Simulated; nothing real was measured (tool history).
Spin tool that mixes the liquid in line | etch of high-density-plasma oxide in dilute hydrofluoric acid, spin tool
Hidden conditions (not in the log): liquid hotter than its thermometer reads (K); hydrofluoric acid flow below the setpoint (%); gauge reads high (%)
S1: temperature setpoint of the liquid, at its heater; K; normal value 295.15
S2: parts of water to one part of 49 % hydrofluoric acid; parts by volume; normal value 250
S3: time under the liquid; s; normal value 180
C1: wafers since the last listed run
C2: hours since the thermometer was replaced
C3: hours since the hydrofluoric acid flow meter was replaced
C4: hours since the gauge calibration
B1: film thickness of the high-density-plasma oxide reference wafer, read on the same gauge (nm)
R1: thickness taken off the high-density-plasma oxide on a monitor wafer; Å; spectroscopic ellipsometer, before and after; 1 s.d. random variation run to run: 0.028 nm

{"run": 1, "hour": 0.0, "S1": 294.15, "S2": 250, "S3": 180, "C1": 0, "C2": 1713, "C3": 226.5, "C4": 1049.9, "B1": 109.998, "R1": 41.56}
{"hour": 31.6, "done": "thermometer replaced"}
{"run": 2, "hour": 67.1, "S1": 295.15, "S2": 250, "S3": 180, "C1": 718, "C2": 35.5, "C3": 293.6, "C4": 1117, "B1": 110.012, "R1": 39.25}
{"run": 3, "hour": 161.5, "S1": 295.15, "S2": 250, "S3": 180, "C1": 1026, "C2": 129.9, "C3": 388, "C4": 1211.4, "B1": 109.995, "R1": 38.51}
{"run": 4, "hour": 238.7, "S1": 295.15, "S2": 250, "S3": 180, "C1": 839, "C2": 207.1, "C3": 465.2, "C4": 1288.6, "B1": 110.004, "R1": 38.79}
{"run": 5, "hour": 339.1, "S1": 295.15, "S2": 250, "S3": 180, "C1": 1091, "C2": 307.5, "C3": 565.6, "C4": 1389, "B1": 110.03, "R1": 38.37}
{"run": 6, "hour": 417.7, "S1": 295.15, "S2": 250, "S3": 180, "C1": 854, "C2": 386.1, "C3": 644.2, "C4": 1467.6, "B1": 110.029, "R1": 38.66}
{"hour": 436.7, "done": "hydrofluoric acid flow meter replaced"}
{"run": 7, "hour": 459.3, "S1": 295.15, "S2": 250, "S3": 180, "C1": 441, "C2": 427.7, "C3": 22.6, "C4": 1509.2, "B1": 110.004, "R1": 41.46}
{"run": 8, "hour": 504.0, "S1": 295.15, "S2": 175, "S3": 180, "C1": 486, "C2": 472.4, "C3": 67.3, "C4": 1553.9, "B1": 110.012, "R1": 64.09}
{"run": 9, "hour": 568.3, "S1": 295.15, "S2": 175, "S3": 180, "C1": 699, "C2": 536.7, "C3": 131.6, "C4": 1618.2, "B1": 110.015, "R1": 63.97}
{"run": 10, "hour": 840.0, "S1": 291.15, "S2": 250, "S3": 125, "C1": 2954, "C2": 808.4, "C3": 403.3, "C4": 1889.9, "B1": 110.013, "R1": 24.61}
{"run": 11, "hour": 900.8, "S1": 295.15, "S2": 165, "S3": 180, "C1": 661, "C2": 869.2, "C3": 464.1, "C4": 1950.7, "B1": 109.986, "R1": 68.07}
{"hour": 1125.7, "done": "hydrofluoric acid flow meter replaced"}
{"run": 12, "hour": 1185.6, "S1": 295.15, "S2": 250, "S3": 180, "C1": 3086, "C2": 1154, "C3": 59.9, "C4": 2235.5, "B1": 110.039, "R1": 42.82}
{"run": 13, "hour": 1363.9, "S1": 299.15, "S2": 210, "S3": 85, "C1": 1938, "C2": 1332.3, "C3": 238.2, "C4": 2413.8, "B1": 110.022, "R1": 28.68}
{"run": 14, "hour": 1400.4, "S1": 295.15, "S2": 215, "S3": 225, "C1": 396, "C2": 1368.8, "C3": 274.7, "C4": 2450.3, "B1": 109.964, "R1": 64.5}
{"run": 15, "hour": 1470.3, "S1": 296.65, "S2": 250, "S3": 100, "C1": 760, "C2": 1438.7, "C3": 344.6, "C4": 2520.2, "B1": 110.003, "R1": 25}
{"hour": 1529.0, "done": "gauge calibrated"}
{"run": 16, "hour": 1563.9, "S1": 290.15, "S2": 125, "S3": 290, "C1": 1017, "C2": 1532.3, "C3": 438.2, "C4": 34.9, "B1": 109.998, "R1": 127.8}
{"run": 17, "hour": 1630.3, "S1": 292.15, "S2": 155, "S3": 255, "C1": 722, "C2": 1598.7, "C3": 504.6, "C4": 101.3, "B1": 109.984, "R1": 96.3}
{"run": 18, "hour": 1693.9, "S1": 295.15, "S2": 250, "S3": 180, "C1": 691, "C2": 1662.3, "C3": 568.2, "C4": 164.9, "B1": 109.992, "R1": 41.94}
{"hour": 1756.7, "done": "thermometer replaced"}
{"run": 19, "hour": 1759.0, "S1": 297.65, "S2": 150, "S3": 120, "C1": 697, "C2": 2.3, "C3": 633.3, "C4": 230, "B1": 109.982, "R1": 52.17}
{"hour": 1818.2, "done": "hydrofluoric acid flow meter replaced"}
{"run": 20, "hour": 1841.2, "S1": 295.15, "S2": 250, "S3": 180, "C1": 882, "C2": 84.5, "C3": 23, "C4": 312.2, "B1": 109.982, "R1": 40.32}
{"run": 21, "hour": 1878.2, "S1": 295.15, "S2": 250, "S3": 180, "C1": 402, "C2": 121.5, "C3": 60, "C4": 349.2, "B1": 109.961, "R1": 40.62}
{"run": 22, "hour": 1951.6, "S1": 295.15, "S2": 250, "S3": 245, "C1": 798, "C2": 194.9, "C3": 133.4, "C4": 422.6, "B1": 110.024, "R1": 54.18}
{"run": 23, "hour": 1999.9, "S1": 295.15, "S2": 250, "S3": 180, "C1": 525, "C2": 243.2, "C3": 181.7, "C4": 470.9, "B1": 109.971, "R1": 40.11}
{"run": 24, "hour": 2048.7, "S1": 291.15, "S2": 250, "S3": 75, "C1": 530, "C2": 292, "C3": 230.5, "C4": 519.7, "B1": 109.982, "R1": 14.42}
{"run": 25, "hour": 2115.3, "S1": 297.15, "S2": 170, "S3": 180, "C1": 724, "C2": 358.6, "C3": 297.1, "C4": 586.3, "B1": 109.98, "R1": 69.65}
{"run": 26, "hour": 2179.1, "S1": 292.15, "S2": 315, "S3": 290, "C1": 693, "C2": 422.4, "C3": 360.9, "C4": 650.1, "B1": 110.014, "R1": 43.7}
{"run": 27, "hour": 2254.7, "S1": 295.15, "S2": 250, "S3": 75, "C1": 822, "C2": 498, "C3": 436.5, "C4": 725.7, "B1": 110.013, "R1": 16.8}
{"run": 28, "hour": 2358.2, "S1": 300.15, "S2": 305, "S3": 180, "C1": 1125, "C2": 601.5, "C3": 540, "C4": 829.2, "B1": 109.96, "R1": 36.21}
{"run": 29, "hour": 2407.3, "S1": 295.15, "S2": 250, "S3": 280, "C1": 533, "C2": 650.6, "C3": 589.1, "C4": 878.3, "B1": 109.993, "R1": 62.23}
{"hour": 2420.8, "done": "hydrofluoric acid flow meter replaced"}
{"run": 30, "hour": 2495.3, "S1": 295.15, "S2": 370, "S3": 180, "C1": 946, "C2": 738.6, "C3": 74.5, "C4": 966.3, "B1": 110.034, "R1": 25.06}
{"run": 31, "hour": 2533.3, "S1": 296.65, "S2": 250, "S3": 225, "C1": 413, "C2": 776.6, "C3": 112.5, "C4": 1004.3, "B1": 110.005, "R1": 54.71}

What if the next run were any one of these 4? Each begins from the tool's condition after run 31:
{"run": "A", "hour": 2533.8, "S1": 295.15, "S2": 250, "S3": 260, "C1": 5, "C2": 777.1, "C3": 113, "C4": 1004.8, "B1": "?", "R1": "?"}
{"run": "B", "hour": 2533.8, "S1": 295.15, "S2": 250, "S3": 135, "C1": 5, "C2": 777.1, "C3": 113, "C4": 1004.8, "B1": "?", "R1": "?"}
{"run": "C", "hour": 2533.8, "S1": 295.15, "S2": 250, "S3": 100, "C1": 5, "C2": 777.1, "C3": 113, "C4": 1004.8, "B1": "?", "R1": "?"}
{"run": "D", "hour": 2533.8, "S1": 297.15, "S2": 250, "S3": 180, "C1": 5, "C2": 777.1, "C3": 113, "C4": 1004.8, "B1": "?", "R1": "?"}

run=A B1=110.009 R1=60.03
run=B B1=110.009 R1=31.17
run=C B1=110.009 R1=23.09
run=D B1=110.009 R1=44.62
What these runs would have given with no unlogged condition in the tool:
run=A R1=57.84
run=B R1=30.03
run=C R1=22.25
run=D R1=43.06
